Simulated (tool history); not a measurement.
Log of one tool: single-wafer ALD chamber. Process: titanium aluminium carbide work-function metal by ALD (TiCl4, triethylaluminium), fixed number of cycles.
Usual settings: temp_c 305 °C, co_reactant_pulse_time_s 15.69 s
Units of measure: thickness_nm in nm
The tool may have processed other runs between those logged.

run	hour	temp_c	co_reactant_pulse_time_s	wafers since the last listed run	hours since the last thermocouple change	hours since the last triethylaluminium bottle change	hours since the showerhead was replaced	hours since the gauge calibration	read-back reference wafer on the same gauge, thickness_nm	thickness_nm
1	0	301	15.69	0	666.6	453.5	4086.9	152.9	1.67	1.923
2	37.8	301	15.69	271	704.4	491.3	4124.7	190.7	1.67	1.919
# hour 72.5: triethylaluminium bottle replaced
3	85.3	305	15.69	283	751.9	12.8	4172.2	238.2	1.671	1.937
4	146	305	15.69	435	812.6	73.5	4232.9	298.9	1.669	1.943
5	202.8	297	14.42	407	869.4	130.3	4289.7	355.7	1.669	1.871
6	250.6	297	14.42	342	917.2	178.1	4337.5	403.5	1.67	1.883
7	311	305	15.69	433	977.6	238.5	4397.9	463.9	1.671	1.944
# hour 339.5: thermocouple changed; heater temperature recalibrated
8	342.7	301	19.53	170	3.2	270.2	4429.6	495.6	1.672	1.894
# hour 368.5: gauge calibrated
9	375.6	298	19.86	236	36.1	303.1	4462.5	7.1	1.669	1.875
10	412.3	297	14.42	263	72.8	339.8	4499.2	43.8	1.669	1.86
# hour 425.5: showerhead replaced
11	468.9	305	12.5	348	129.4	396.4	43.4	100.4	1.671	1.906
12	533.5	315	13.47	463	194	461	108	165	1.671	1.994
# hour 577.2: triethylaluminium bottle replaced
13	578.6	309	11.56	266	239.1	1.4	153.1	210.1	1.67	1.921
14	646.1	305	15.69	484	306.6	68.9	220.6	277.6	1.669	1.939
15	802.4	299	11.44	1121	462.9	225.2	376.9	433.9	1.67	1.857

What was the tool's hidden state at every run in the log?
triethylaluminium dose above that of a fresh bottle (%): 0 on each run
gauge reads high (%): 0 on each run
H1: wafer temperature above the value expected at the setpoint (K)
run	H1
1	4.49
2	4.59
3	4.7
4	4.82
5	4.91
6	4.98
7	5.05
8	0.435
9	0.992
10	1.55
11	2.31
12	3.05
13	3.48
14	4.04
15	4.99
